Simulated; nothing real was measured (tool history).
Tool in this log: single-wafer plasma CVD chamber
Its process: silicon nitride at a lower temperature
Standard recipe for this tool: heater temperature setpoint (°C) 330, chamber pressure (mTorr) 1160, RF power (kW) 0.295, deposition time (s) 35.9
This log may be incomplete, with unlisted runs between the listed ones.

| run | day | heater temperature setpoint (°C) | chamber pressure (mTorr) | RF power (kW) | deposition time (s) | read-back reference wafer on the same gauge, thickness_nm | mean film thickness on the monitor wafer (angstrom) |
|---|---|---|---|---|---|---|---|
| 1 | 0 | 320 | 1160 | 0.295 | 35.9 | 41.209 | 400.78 |
| 2 | 2.967 | 330 | 1160 | 0.295 | 35.9 | 41.231 | 401.19 |
| 3 | 4.267 | 330 | 1160 | 0.295 | 35.9 | 41.242 | 402.48 |
| 4 | 5.446 | 330 | 1160 | 0.295 | 35.9 | 41.131 | 402.54 |
| 5 | 6.938 | 330 | 1160 | 0.295 | 35.9 | 41.119 | 401.35 |
|  | 8.488 | capacitance manometer re-zeroed and calibrated |
| 6 | 9.417 | 330 | 1160 | 0.295 | 35.9 | 41.206 | 400.6 |
| 7 | 11.35 | 330 | 1160 | 0.295 | 41.3 | 41.077 | 461.94 |
| 8 | 12.767 | 330 | 1160 | 0.335 | 38.5 | 41.052 | 444.96 |
|  | 18.346 | showerhead replaced |
| 9 | 20.988 | 322 | 1070 | 0.335 | 35.9 | 40.965 | 404.32 |
|  | 22.983 | thermocouple changed; heater temperature recalibrated |
| 10 | 23.004 | 318 | 1040 | 0.32 | 42.1 | 40.999 | 462.08 |
| 11 | 25.779 | 323 | 980 | 0.295 | 32.8 | 40.835 | 344.1 |
|  | 26.117 | RF generator calibrated |
| 12 | 27.575 | 330 | 1300 | 0.25 | 32.1 | 40.854 | 348.14 |
| 13 | 28.925 | 330 | 1160 | 0.295 | 35.9 | 40.913 | 393.92 |
|  | 30.338 | gauge calibrated |
| 14 | 30.45 | 330 | 1380 | 0.295 | 35.9 | 42.407 | 436.78 |
| 15 | 33.325 | 339 | 1370 | 0.25 | 31.2 | 42.469 | 360.89 |
| 16 | 36.208 | 323 | 880 | 0.245 | 33.3 | 42.513 | 323.77 |
| 17 | 38.35 | 330 | 1160 | 0.295 | 35.9 | 42.387 | 415.53 |
| 18 | 39.825 | 330 | 980 | 0.295 | 35.9 | 42.363 | 385.43 |
| 19 | 42.104 | 336 | 1160 | 0.295 | 35.9 | 42.341 | 410.72 |
| 20 | 44.75 | 321 | 1160 | 0.265 | 35.9 | 42.358 | 400.97 |
| 21 | 46.246 | 322 | 1030 | 0.295 | 38.1 | 42.284 | 415.61 |
| 22 | 48.392 | 330 | 1160 | 0.295 | 29.4 | 42.36 | 337.37 |
| 23 | 51.046 | 330 | 1160 | 0.295 | 35.9 | 42.244 | 409.59 |
| 24 | 53.925 | 324 | 1160 | 0.295 | 35.9 | 42.197 | 408.85 |
|  | 60.667 | RF generator calibrated |
| 25 | 61.854 | 330 | 1160 | 0.295 | 35.9 | 42.083 | 411.35 |
| 26 | 63.588 | 330 | 1160 | 0.295 | 41.9 | 42.087 | 474.02 |
|  | 64.533 | thermocouple changed; heater temperature recalibrated |
| 27 | 65.904 | 330 | 1160 | 0.295 | 35.9 | 42.116 | 409.39 |
| 28 | 68.183 | 316 | 1160 | 0.295 | 32.1 | 42.035 | 367.17 |

Each row is a separate what-if for the run after 28, all from the same tool condition, not one after another. Results?
| A | 68.2 | 330 | 1160 | 0.295 | 40.6 | ? | ? |
| B | 68.2 | 330 | 1160 | 0.345 | 42.6 | ? | ? |
| C | 68.2 | 330 | 1310 | 0.315 | 35.9 | ? | ? |
| D | 68.2 | 320 | 1160 | 0.28 | 31 | ? | ? |

| run | read-back reference wafer on the same gauge, thickness_nm | mean film thickness on the monitor wafer (angstrom) |
|---|---|---|
| A | 42.019 | 466.57 |
| B | 42.019 | 517.34 |
| C | 42.019 | 439.74 |
| D | 42.019 | 351.21 |
Had the tool no hidden state, the same runs would have come out as:
| run | mean film thickness on the monitor wafer (angstrom) |
|---|---|
| A | 470.85 |
| B | 522.09 |
| C | 443.77 |
| D | 354.43 |

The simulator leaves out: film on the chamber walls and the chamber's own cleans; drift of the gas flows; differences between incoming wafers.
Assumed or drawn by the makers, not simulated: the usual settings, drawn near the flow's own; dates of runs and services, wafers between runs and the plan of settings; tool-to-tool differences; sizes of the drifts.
